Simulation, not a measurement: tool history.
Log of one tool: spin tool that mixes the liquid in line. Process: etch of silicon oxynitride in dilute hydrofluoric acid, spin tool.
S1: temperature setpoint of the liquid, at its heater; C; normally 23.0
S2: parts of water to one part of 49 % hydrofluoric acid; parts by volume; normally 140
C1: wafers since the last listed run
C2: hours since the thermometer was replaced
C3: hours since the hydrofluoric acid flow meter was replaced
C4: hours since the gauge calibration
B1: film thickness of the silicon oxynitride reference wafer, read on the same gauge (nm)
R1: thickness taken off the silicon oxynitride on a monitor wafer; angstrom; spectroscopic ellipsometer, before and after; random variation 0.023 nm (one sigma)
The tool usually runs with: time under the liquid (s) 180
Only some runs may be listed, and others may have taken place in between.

{"run": 1, "hour": 0.0, "S1": 23.0, "S2": 140, "time under the liquid (s)": 180, "C1": 0, "C2": 1559.5, "C3": 348.1, "C4": 895.2, "B1": 100.008, "R1": 15.77}
{"run": 2, "hour": 44.9, "S1": 23.0, "S2": 140, "time under the liquid (s)": 180, "C1": 363, "C2": 1604.4, "C3": 393.0, "C4": 940.1, "B1": 99.997, "R1": 15.58}
{"run": 3, "hour": 108.8, "S1": 23.0, "S2": 140, "time under the liquid (s)": 180, "C1": 517, "C2": 1668.3, "C3": 456.9, "C4": 1004.0, "B1": 100.012, "R1": 15.36}
{"hour": 165.3, "done": "hydrofluoric acid flow meter replaced"}
{"run": 4, "hour": 165.8, "S1": 23.0, "S2": 140, "time under the liquid (s)": 180, "C1": 453, "C2": 1725.3, "C3": 0.5, "C4": 1061.0, "B1": 99.996, "R1": 16.91}
{"run": 5, "hour": 208.2, "S1": 23.0, "S2": 140, "time under the liquid (s)": 180, "C1": 343, "C2": 1767.7, "C3": 42.9, "C4": 1103.4, "B1": 99.991, "R1": 16.28}
{"run": 6, "hour": 254.7, "S1": 24.5, "S2": 140, "time under the liquid (s)": 180, "C1": 376, "C2": 1814.2, "C3": 89.4, "C4": 1149.9, "B1": 99.989, "R1": 17.53}
{"run": 7, "hour": 322.4, "S1": 24.5, "S2": 140, "time under the liquid (s)": 180, "C1": 547, "C2": 1881.9, "C3": 157.1, "C4": 1217.6, "B1": 99.998, "R1": 17.79}
{"run": 8, "hour": 371.8, "S1": 23.0, "S2": 140, "time under the liquid (s)": 180, "C1": 399, "C2": 1931.3, "C3": 206.5, "C4": 1267.0, "B1": 99.988, "R1": 16.46}
{"run": 9, "hour": 416.2, "S1": 23.0, "S2": 140, "time under the liquid (s)": 180, "C1": 359, "C2": 1975.7, "C3": 250.9, "C4": 1311.4, "B1": 100.007, "R1": 15.82}
{"run": 10, "hour": 449.3, "S1": 23.0, "S2": 140, "time under the liquid (s)": 180, "C1": 267, "C2": 2008.8, "C3": 284.0, "C4": 1344.5, "B1": 100.004, "R1": 16.13}
{"run": 11, "hour": 495.5, "S1": 23.0, "S2": 140, "time under the liquid (s)": 260, "C1": 373, "C2": 2055.0, "C3": 330.2, "C4": 1390.7, "B1": 100.012, "R1": 22.85}
{"run": 12, "hour": 567.4, "S1": 23.0, "S2": 110, "time under the liquid (s)": 180, "C1": 581, "C2": 2126.9, "C3": 402.1, "C4": 1462.6, "B1": 99.99, "R1": 20.11}
{"hour": 582.9, "done": "gauge calibrated"}
{"run": 13, "hour": 593.1, "S1": 23.0, "S2": 110, "time under the liquid (s)": 180, "C1": 207, "C2": 2152.6, "C3": 427.8, "C4": 10.2, "B1": 100.004, "R1": 20.05}
{"run": 14, "hour": 646.1, "S1": 23.0, "S2": 140, "time under the liquid (s)": 180, "C1": 428, "C2": 2205.6, "C3": 480.8, "C4": 63.2, "B1": 99.993, "R1": 15.31}
{"run": 15, "hour": 681.2, "S1": 23.0, "S2": 185, "time under the liquid (s)": 180, "C1": 284, "C2": 2240.7, "C3": 515.9, "C4": 98.3, "B1": 100.01, "R1": 10.99}
{"run": 16, "hour": 720.3, "S1": 23.0, "S2": 140, "time under the liquid (s)": 180, "C1": 316, "C2": 2279.8, "C3": 555.0, "C4": 137.4, "B1": 99.993, "R1": 15.26}
{"hour": 749.8, "done": "hydrofluoric acid flow meter replaced"}
{"run": 17, "hour": 788.3, "S1": 23.0, "S2": 140, "time under the liquid (s)": 180, "C1": 542, "C2": 2347.8, "C3": 38.5, "C4": 205.4, "B1": 100.001, "R1": 16.76}
{"hour": 792.1, "done": "thermometer replaced"}
{"run": 18, "hour": 824.5, "S1": 21.5, "S2": 140, "time under the liquid (s)": 180, "C1": 284, "C2": 32.4, "C3": 74.7, "C4": 241.6, "B1": 99.995, "R1": 14.25}
{"run": 19, "hour": 851.7, "S1": 27.0, "S2": 210, "time under the liquid (s)": 265, "C1": 220, "C2": 59.6, "C3": 101.9, "C4": 268.8, "B1": 100.016, "R1": 17.22}
{"run": 20, "hour": 989.8, "S1": 23.0, "S2": 140, "time under the liquid (s)": 180, "C1": 1117, "C2": 197.7, "C3": 240.0, "C4": 406.9, "B1": 100.002, "R1": 15.29}
{"run": 21, "hour": 1059.7, "S1": 27.5, "S2": 80, "time under the liquid (s)": 180, "C1": 565, "C2": 267.6, "C3": 309.9, "C4": 476.8, "B1": 99.984, "R1": 34.97}
{"run": 22, "hour": 1104.4, "S1": 21.5, "S2": 110, "time under the liquid (s)": 150, "C1": 361, "C2": 312.3, "C3": 354.6, "C4": 521.5, "B1": 100.01, "R1": 15.32}
{"run": 23, "hour": 1165.3, "S1": 19.0, "S2": 90, "time under the liquid (s)": 85, "C1": 492, "C2": 373.2, "C3": 415.5, "C4": 582.4, "B1": 100.013, "R1": 8.97}
{"run": 24, "hour": 1198.6, "S1": 23.0, "S2": 140, "time under the liquid (s)": 240, "C1": 269, "C2": 406.5, "C3": 448.8, "C4": 615.7, "B1": 100.014, "R1": 19.23}
{"run": 25, "hour": 1251.2, "S1": 19.0, "S2": 105, "time under the liquid (s)": 250, "C1": 425, "C2": 459.1, "C3": 501.4, "C4": 668.3, "B1": 99.987, "R1": 23.3}
{"hour": 1254.1, "done": "hydrofluoric acid flow meter replaced"}
{"run": 26, "hour": 1309.5, "S1": 25.0, "S2": 170, "time under the liquid (s)": 260, "C1": 463, "C2": 517.4, "C3": 55.4, "C4": 726.6, "B1": 100.004, "R1": 20.07}
{"run": 27, "hour": 1496.4, "S1": 23.0, "S2": 140, "time under the liquid (s)": 115, "C1": 1512, "C2": 704.3, "C3": 242.3, "C4": 913.5, "B1": 99.995, "R1": 10.0}
{"run": 28, "hour": 1552.7, "S1": 24.5, "S2": 140, "time under the liquid (s)": 180, "C1": 455, "C2": 760.6, "C3": 298.6, "C4": 969.8, "B1": 99.984, "R1": 16.48}
{"run": 29, "hour": 1608.3, "S1": 27.5, "S2": 80, "time under the liquid (s)": 85, "C1": 449, "C2": 816.2, "C3": 354.2, "C4": 1025.4, "B1": 99.983, "R1": 16.6}
{"run": 30, "hour": 1645.3, "S1": 23.0, "S2": 80, "time under the liquid (s)": 180, "C1": 299, "C2": 853.2, "C3": 391.2, "C4": 1062.4, "B1": 100.007, "R1": 28.08}
{"run": 31, "hour": 1763.2, "S1": 27.0, "S2": 140, "time under the liquid (s)": 145, "C1": 954, "C2": 971.1, "C3": 509.1, "C4": 1180.3, "B1": 100.012, "R1": 14.59}

Take each entry between the runs: how does the hidden state at the last listed run before it differ from the hidden state at the first listed run after it?
After run 3, before run 4: hydrofluoric acid flow meter replaced (hour 165.3)
  liquid hotter than its thermometer reads (K): 1.73 -> 1.78; hydrofluoric acid flow below the setpoint (%): 9.52 -> 1.05
  measured minus no-state result, R1: -0.50 -> +1.15 angstrom
After run 12, before run 13: gauge calibrated (hour 582.9)
  liquid hotter than its thermometer reads (K): 2.14 -> 2.17; hydrofluoric acid flow below the setpoint (%): 8.21 -> 8.67
  measured minus no-state result, R1: +0.13 -> +0.04 angstrom
After run 16, before run 17: hydrofluoric acid flow meter replaced (hour 749.8)
  liquid hotter than its thermometer reads (K): 2.28 -> 2.35; hydrofluoric acid flow below the setpoint (%): 10.9 -> 2.31
  measured minus no-state result, R1: -0.38 -> +1.32 angstrom
After run 17, before run 18: thermometer replaced (hour 792.1)
  liquid hotter than its thermometer reads (K): 2.35 -> 0.71; hydrofluoric acid flow below the setpoint (%): 2.31 -> 2.96
  measured minus no-state result, R1: +1.32 -> +0.00 angstrom
After run 25, before run 26: hydrofluoric acid flow meter replaced (hour 1254.1)
  liquid hotter than its thermometer reads (K): 1.1 -> 1.15; hydrofluoric acid flow below the setpoint (%): 10.6 -> 2.42
  measured minus no-state result, R1: -1.61 -> +0.47 angstrom
